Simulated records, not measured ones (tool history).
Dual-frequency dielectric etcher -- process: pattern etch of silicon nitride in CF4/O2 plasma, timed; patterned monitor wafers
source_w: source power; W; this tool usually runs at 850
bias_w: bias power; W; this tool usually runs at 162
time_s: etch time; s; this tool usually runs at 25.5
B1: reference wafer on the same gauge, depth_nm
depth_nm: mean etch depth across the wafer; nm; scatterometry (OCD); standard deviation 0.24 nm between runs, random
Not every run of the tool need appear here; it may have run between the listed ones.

Run 1, hour 0: usual settings; B1 73.6. Result: depth_nm 78.2 nm.
At hour 74.4: upper electrode replaced, of another model than before.
Run 2, hour 75.7: usual settings; B1 73.6. Result: depth_nm 78 nm.
Run 3, hour 163.5: usual settings; B1 73.6. Result: depth_nm 78.1 nm.
Run 4, hour 237.4: usual settings; B1 73.6. Result: depth_nm 78.4 nm.
Run 5, hour 330.4: usual settings but bias_w 139 W; B1 73.6. Result: depth_nm 76.5 nm.
Run 6, hour 420.7: usual settings but bias_w 139 W; B1 73.6. Result: depth_nm 76.5 nm.
At hour 447.4: gauge calibrated.
At hour 456.7: wet clean of the chamber.
Run 7, hour 504.6: usual settings but time_s 18.5 s; B1 73.6. Result: depth_nm 56.6 nm.
Run 8, hour 585.7: usual settings; B1 73.8. Result: depth_nm 78.1 nm.
Run 9, hour 649.6: usual settings; B1 73.5. Result: depth_nm 77.8 nm.
Run 10, hour 709.5: usual settings but bias_w 145 W; B1 73.6. Result: depth_nm 76.9 nm.
Run 11, hour 747.5: usual settings but source_w 970 W, time_s 23 s; B1 73.4. Result: depth_nm 76.1 nm.
At hour 798.7: source power generator calibrated.
Run 12, hour 830.9: usual settings but source_w 760 W; B1 73.6. Result: depth_nm 73.9 nm.
Run 13, hour 928.9: usual settings but source_w 970 W, time_s 23 s; B1 73.7. Result: depth_nm 76.7 nm.
Run 14, hour 973.1: usual settings but source_w 1060 W, bias_w 197 W, time_s 27.5 s; B1 73.7. Result: depth_nm 100.6 nm.
Run 15, hour 1037.6: usual settings; B1 73.7. Result: depth_nm 78.8 nm.
Run 16, hour 1075.5: usual settings; B1 73.6. Result: depth_nm 79.2 nm.
Run 17, hour 1112.6: usual settings but source_w 750 W, bias_w 202 W; B1 73.5. Result: depth_nm 77.6 nm.
At hour 1186.3: wet clean of the chamber.
Run 18, hour 1206.2: usual settings but source_w 750 W; B1 73.6. Result: depth_nm 72.5 nm.
Run 19, hour 1274.3: usual settings but source_w 720 W; B1 73.5. Result: depth_nm 71.3 nm.
Run 20, hour 1349.5: usual settings but source_w 950 W, time_s 28.5 s; B1 73.6. Result: depth_nm 92.8 nm.
At hour 1367: bias power generator calibrated.
Run 21, hour 1412.6: usual settings but source_w 930 W, bias_w 136 W, time_s 27.5 s; B1 73.6. Result: depth_nm 86 nm.
Run 22, hour 1480.4: usual settings; B1 73.6. Result: depth_nm 78.7 nm.
Run 23, hour 1554: usual settings but bias_w 180 W; B1 73.5. Result: depth_nm 79.7 nm.
Run 24, hour 1608.5: usual settings but bias_w 145 W; B1 73.6. Result: depth_nm 76.8 nm.
Run 25, hour 1715.4: usual settings but time_s 21 s; B1 73.6. Result: depth_nm 65.1 nm.
Run 26, hour 1779.4: usual settings but bias_w 182 W, time_s 23 s; B1 73.6. Result: depth_nm 73 nm.
Run 27, hour 1832.1: usual settings but time_s 21.5 s; B1 73.7. Result: depth_nm 66.7 nm.
At hour 1899.5: wet clean of the chamber.
Run 28, hour 1935: usual settings but source_w 960 W; B1 73.5. Result: depth_nm 83.2 nm.
Run 29, hour 1972.9: usual settings but bias_w 186 W; B1 73.6. Result: depth_nm 80 nm.

The next listed run, before its measurement:
Run 30, hour 2031: usual settings but source_w 640 W, bias_w 149 W, time_s 20 s; B1 ?. Result: depth_nm ?.

B1: 73.6
depth_nm: 51.5 nm
The same run, on a tool lacking any hidden state, would have yielded depth_nm 51.3 nm.

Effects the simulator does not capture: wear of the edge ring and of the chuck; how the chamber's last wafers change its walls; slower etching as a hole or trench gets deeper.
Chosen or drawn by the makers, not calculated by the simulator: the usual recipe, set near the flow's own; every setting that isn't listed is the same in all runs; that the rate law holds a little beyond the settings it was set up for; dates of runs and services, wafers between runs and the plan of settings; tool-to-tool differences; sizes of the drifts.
